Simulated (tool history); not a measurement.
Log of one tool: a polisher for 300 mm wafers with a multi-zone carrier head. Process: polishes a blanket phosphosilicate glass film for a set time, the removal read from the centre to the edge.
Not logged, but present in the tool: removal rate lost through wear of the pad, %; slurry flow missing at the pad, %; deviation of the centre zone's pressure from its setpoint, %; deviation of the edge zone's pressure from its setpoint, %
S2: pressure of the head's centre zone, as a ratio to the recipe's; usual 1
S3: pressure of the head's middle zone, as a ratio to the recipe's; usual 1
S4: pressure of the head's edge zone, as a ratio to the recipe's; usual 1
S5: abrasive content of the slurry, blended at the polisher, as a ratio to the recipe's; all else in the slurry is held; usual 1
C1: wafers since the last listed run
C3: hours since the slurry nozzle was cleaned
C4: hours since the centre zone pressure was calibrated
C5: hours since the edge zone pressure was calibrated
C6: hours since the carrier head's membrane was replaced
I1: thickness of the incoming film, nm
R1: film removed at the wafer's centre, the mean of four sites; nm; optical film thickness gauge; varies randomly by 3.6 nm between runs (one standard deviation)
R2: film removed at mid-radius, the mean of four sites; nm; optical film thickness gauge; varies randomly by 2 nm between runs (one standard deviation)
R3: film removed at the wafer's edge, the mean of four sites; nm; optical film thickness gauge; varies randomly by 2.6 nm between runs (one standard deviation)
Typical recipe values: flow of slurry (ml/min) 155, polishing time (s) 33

{"run": 1, "day": 0.0, "flow of slurry (ml/min)": 155, "S2": 1, "S3": 1, "S4": 1, "S5": 1, "polishing time (s)": 33, "C1": 0, "wafers polished on this pad": 1235, "C3": 163.6, "C4": 875.4, "C5": 738.9, "C6": 1578.6, "I1": 1911.4, "R1": 303.3, "R2": 311.9, "R3": 303.8}
{"day": 1.321, "done": "worn pad replaced by a new one"}
{"run": 2, "day": 1.458, "flow of slurry (ml/min)": 155, "S2": 1, "S3": 0.93, "S4": 1, "S5": 1, "polishing time (s)": 33, "C1": 248, "wafers polished on this pad": 26, "C3": 198.6, "C4": 910.4, "C5": 773.9, "C6": 1613.6, "I1": 1902.8, "R1": 303.7, "R2": 292.8, "R3": 308.7}
{"run": 3, "day": 2.171, "flow of slurry (ml/min)": 155, "S2": 1, "S3": 0.93, "S4": 1, "S5": 1, "polishing time (s)": 33, "C1": 137, "wafers polished on this pad": 163, "C3": 215.7, "C4": 927.5, "C5": 791, "C6": 1630.7, "I1": 1915.6, "R1": 303.2, "R2": 294.6, "R3": 303.8}
{"run": 4, "day": 3.567, "flow of slurry (ml/min)": 155, "S2": 1, "S3": 0.93, "S4": 1, "S5": 1, "polishing time (s)": 33, "C1": 268, "wafers polished on this pad": 432, "C3": 249.2, "C4": 961, "C5": 824.5, "C6": 1664.2, "I1": 1888.5, "R1": 305.9, "R2": 293.8, "R3": 310.8}
{"run": 5, "day": 4.825, "flow of slurry (ml/min)": 155, "S2": 1, "S3": 1, "S4": 1, "S5": 1, "polishing time (s)": 33, "C1": 242, "wafers polished on this pad": 674, "C3": 279.4, "C4": 991.2, "C5": 854.7, "C6": 1694.4, "I1": 1878.2, "R1": 310.5, "R2": 314.5, "R3": 305.8}
{"day": 6.242, "done": "carrier head's membrane replaced by a new one"}
{"run": 6, "day": 7.029, "flow of slurry (ml/min)": 155, "S2": 1, "S3": 1, "S4": 1, "S5": 1, "polishing time (s)": 33, "C1": 384, "wafers polished on this pad": 1058, "C3": 332.3, "C4": 1044.1, "C5": 907.6, "C6": 18.9, "I1": 1842.4, "R1": 304.3, "R2": 311.8, "R3": 302.4}
{"day": 7.754, "done": "centre zone pressure recalibrated"}
{"run": 7, "day": 7.8, "flow of slurry (ml/min)": 155, "S2": 1, "S3": 1, "S4": 1, "S5": 1, "polishing time (s)": 33, "C1": 132, "wafers polished on this pad": 1190, "C3": 350.8, "C4": 1.1, "C5": 926.1, "C6": 37.4, "I1": 1890.8, "R1": 304.1, "R2": 308.3, "R3": 306.4}
{"run": 8, "day": 8.717, "flow of slurry (ml/min)": 155, "S2": 1, "S3": 1, "S4": 1, "S5": 1, "polishing time (s)": 33, "C1": 176, "wafers polished on this pad": 1367, "C3": 372.8, "C4": 23.1, "C5": 948.1, "C6": 59.4, "I1": 1845.9, "R1": 301.4, "R2": 310, "R3": 308.3}
{"day": 9.346, "done": "worn pad replaced by a new one"}
{"run": 9, "day": 9.446, "flow of slurry (ml/min)": 155, "S2": 1, "S3": 1, "S4": 1, "S5": 1, "polishing time (s)": 33, "C1": 108, "wafers polished on this pad": 19, "C3": 390.3, "C4": 40.6, "C5": 965.6, "C6": 76.9, "I1": 1876.4, "R1": 307.8, "R2": 315.4, "R3": 305.7}
{"day": 9.9, "done": "slurry nozzle cleaned"}
{"run": 10, "day": 10.879, "flow of slurry (ml/min)": 155, "S2": 1, "S3": 0.89, "S4": 1, "S5": 1, "polishing time (s)": 33, "C1": 267, "wafers polished on this pad": 287, "C3": 23.5, "C4": 75, "C5": 1000, "C6": 111.3, "I1": 1876.2, "R1": 304, "R2": 280, "R3": 302.3}
{"run": 11, "day": 11.504, "flow of slurry (ml/min)": 155, "S2": 1, "S3": 1, "S4": 1, "S5": 1, "polishing time (s)": 33, "C1": 120, "wafers polished on this pad": 407, "C3": 38.5, "C4": 90, "C5": 1015, "C6": 126.3, "I1": 1913.5, "R1": 304.1, "R2": 312, "R3": 304.5}
{"day": 12.833, "done": "edge zone pressure recalibrated"}
{"run": 12, "day": 12.896, "flow of slurry (ml/min)": 155, "S2": 1, "S3": 1, "S4": 1, "S5": 1, "polishing time (s)": 33, "C1": 251, "wafers polished on this pad": 659, "C3": 71.9, "C4": 123.4, "C5": 1.5, "C6": 159.7, "I1": 1899.5, "R1": 302.4, "R2": 315.4, "R3": 307.3}
{"run": 13, "day": 13.683, "flow of slurry (ml/min)": 140, "S2": 1, "S3": 1.09, "S4": 1.04, "S5": 1, "polishing time (s)": 33, "C1": 151, "wafers polished on this pad": 811, "C3": 90.8, "C4": 142.3, "C5": 20.4, "C6": 178.6, "I1": 1883.4, "R1": 295.6, "R2": 334.2, "R3": 308.7}
{"run": 14, "day": 15.092, "flow of slurry (ml/min)": 155, "S2": 1, "S3": 1, "S4": 1, "S5": 1, "polishing time (s)": 40, "C1": 271, "wafers polished on this pad": 1082, "C3": 124.6, "C4": 176.1, "C5": 54.2, "C6": 212.4, "I1": 1872.8, "R1": 371.3, "R2": 379.1, "R3": 369}
{"day": 16.071, "done": "worn pad replaced by a new one"}
{"run": 15, "day": 16.092, "flow of slurry (ml/min)": 135, "S2": 0.88, "S3": 1, "S4": 1, "S5": 1, "polishing time (s)": 33, "C1": 160, "wafers polished on this pad": 3, "C3": 148.6, "C4": 200.1, "C5": 78.2, "C6": 236.4, "I1": 1870.7, "R1": 263, "R2": 307.8, "R3": 302.9}
{"run": 16, "day": 17.242, "flow of slurry (ml/min)": 155, "S2": 1, "S3": 1, "S4": 1, "S5": 1, "polishing time (s)": 33, "C1": 221, "wafers polished on this pad": 225, "C3": 176.2, "C4": 227.7, "C5": 105.8, "C6": 264, "I1": 1906.5, "R1": 308.9, "R2": 312.4, "R3": 302.3}
{"run": 17, "day": 18.654, "flow of slurry (ml/min)": 155, "S2": 1, "S3": 1, "S4": 1.11, "S5": 1, "polishing time (s)": 33, "C1": 271, "wafers polished on this pad": 497, "C3": 210.1, "C4": 261.6, "C5": 139.7, "C6": 297.9, "I1": 1876.4, "R1": 303.8, "R2": 310.5, "R3": 320.4}
{"run": 18, "day": 19.3, "flow of slurry (ml/min)": 155, "S2": 1.1, "S3": 1, "S4": 1, "S5": 1, "polishing time (s)": 33, "C1": 124, "wafers polished on this pad": 621, "C3": 225.6, "C4": 277.1, "C5": 155.2, "C6": 313.4, "I1": 1838.6, "R1": 334.9, "R2": 309.1, "R3": 306.5}
{"run": 19, "day": 20.617, "flow of slurry (ml/min)": 120, "S2": 0.9, "S3": 1, "S4": 1, "S5": 1, "polishing time (s)": 42, "C1": 253, "wafers polished on this pad": 874, "C3": 257.2, "C4": 308.7, "C5": 186.8, "C6": 345, "I1": 1893.7, "R1": 337.6, "R2": 384.5, "R3": 388.2}

Hidden state at the last listed run before each entry between runs and at the first one after, where it differs:
After run 1, before run 2: worn pad replaced by a new one (day 1.321)
  both runs share identical hidden conditions
After run 5, before run 6: carrier head's membrane replaced by a new one (day 6.242)
  both runs share identical hidden conditions
After run 6, before run 7: centre zone pressure recalibrated (day 7.754)
  both runs share identical hidden conditions
After run 8, before run 9: worn pad replaced by a new one (day 9.346)
  both runs share identical hidden conditions
After run 9, before run 10: slurry nozzle cleaned (day 9.9)
  both runs share identical hidden conditions
After run 11, before run 12: edge zone pressure recalibrated (day 12.833)
  both runs share identical hidden conditions
After run 14, before run 15: worn pad replaced by a new one (day 16.071)
  both runs share identical hidden conditions
